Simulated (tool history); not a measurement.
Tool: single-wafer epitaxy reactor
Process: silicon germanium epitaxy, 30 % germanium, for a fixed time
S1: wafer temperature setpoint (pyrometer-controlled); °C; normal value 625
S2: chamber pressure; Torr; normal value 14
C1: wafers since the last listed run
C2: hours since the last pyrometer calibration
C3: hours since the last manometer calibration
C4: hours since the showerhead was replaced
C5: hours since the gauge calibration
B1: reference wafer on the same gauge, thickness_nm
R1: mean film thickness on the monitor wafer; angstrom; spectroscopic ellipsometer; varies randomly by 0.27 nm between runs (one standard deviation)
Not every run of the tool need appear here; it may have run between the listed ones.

run	hour	S1	S2	C1	C2	C3	C4	C5	B1	R1
1	0	625	14	0	1140.6	1061.8	5786.6	376.4	85.974	755.88
2	7.4	615	14	170	1148	1069.2	5794	383.8	86.182	611.78
3	21.4	625	14	322	1162	1083.2	5808	397.8	85.991	745.85
4	30.9	625	14	218	1171.5	1092.7	5817.5	407.3	86.042	745.26
5	38.5	625	14	174	1179.1	1100.3	5825.1	414.9	86.271	746.72
6	45.4	625	16.5	158	1186	1107.2	5832	421.8	86.276	822.92
7	60.6	625	16.5	349	1201.2	1122.4	5847.2	437	86.107	823.94
8	88.2	625	13.2	634	1228.8	1150	5874.8	464.6	86.061	714.46
9	98.6	625	14	239	1239.2	1160.4	5885.2	475	86.143	739.39
10	108.1	625	14	218	1248.7	1169.9	5894.7	484.5	86.083	742.8
11	123.7	625	14	358	1264.3	1185.5	5910.3	500.1	86.046	734.5
12	137.9	625	14	326	1278.5	1199.7	5924.5	514.3	86.126	735.81
# hour 147.6: capacitance manometer re-zeroed and calibrated
13	148.1	614	16.1	50	1288.7	0.5	5934.7	524.5	86.076	696.93
14	159.4	625	14	259	1300	11.8	5946	535.8	86.072	803.17
15	176.7	625	14	397	1317.3	29.1	5963.3	553.1	86.152	796.05
# hour 205: pyrometer calibrated
# hour 206: showerhead replaced
16	206.6	625	16.7	479	1.6	59	0.6	583	86.04	884.19
17	221.5	620	15.4	342	16.5	73.9	15.5	597.9	86.164	771.64
18	228.9	631	15.8	170	23.9	81.3	22.9	605.3	86.053	965.61
# hour 259.3: gauge calibrated
19	273.3	621	14	1021	68.3	125.7	67.3	14	86.175	735.09
20	290.1	638	12.6	386	85.1	142.5	84.1	30.8	85.919	963.13
21	307.4	625	16.7	397	102.4	159.8	101.4	48.1	86.107	888.13
22	316.4	638	14	207	111.4	168.8	110.4	57.1	86.123	1022.43
23	330.5	614	15.3	324	125.5	182.9	124.5	71.2	86.103	676.05
24	342.1	625	16.7	266	137.1	194.5	136.1	82.8	86.193	888.38
25	348.3	614	16.8	142	143.3	200.7	142.3	89	86.159	712.85
26	359.9	625	14	266	154.9	212.3	153.9	100.6	86.074	797.65
27	369.6	625	14	223	164.6	222	163.6	110.3	86.125	795.59
28	382.5	625	14	296	177.5	234.9	176.5	123.2	85.928	796.73
29	394	632	15.9	264	189	246.4	188	134.7	86.048	983.59
30	408.7	620	14	338	203.7	261.1	202.7	149.4	86.14	723.92
31	424.1	617	11.9	354	219.1	276.5	218.1	164.8	86.084	612.44
32	435.2	625	16	255	230.2	287.6	229.2	175.9	86.19	865.68
33	444.2	625	14	207	239.2	296.6	238.2	184.9	85.977	794.95
34	450.7	625	14	149	245.7	303.1	244.7	191.4	86.172	793.92
35	459.7	625	16.8	207	254.7	312.1	253.7	200.4	86.117	885.82

How would selected steps in R1 from run to run divide? Give the signed amount a tool lacking its hidden state would still show from settings, what came in and random variation, and the signed amount left for the hidden state, including any gauge scatter that is not in both of the compared results.
Hidden state at play: wafer temperature above the value expected at the setpoint (K); true pressure above the setpoint (%); gauge reads high (%).
Run 1 -> 2: S1 625 -> 615. R1 -144.1 angstrom: hidden state +7.56, all else -151.66.
Run 2 -> 3: S1 615 -> 625. R1 +134.07 angstrom: hidden state -8.89, all else +142.96.
Run 12 -> 13: S1 625 -> 614, S2 14 -> 16.1, capacitance manometer re-zeroed and calibrated. R1 -38.88 angstrom: hidden state +60.8, all else -99.68.
Run 22 -> 23: S1 638 -> 614, S2 14 -> 15.3. R1 -346.38 angstrom: hidden state -2.93, all else -343.45.
Run 29 -> 30: S1 632 -> 620, S2 15.9 -> 14. R1 -259.67 angstrom: hidden state -1.95, all else -257.72.
Run 31 -> 32: S1 617 -> 625, S2 11.9 -> 16. R1 +253.24 angstrom: hidden state +1.25, all else +251.99.
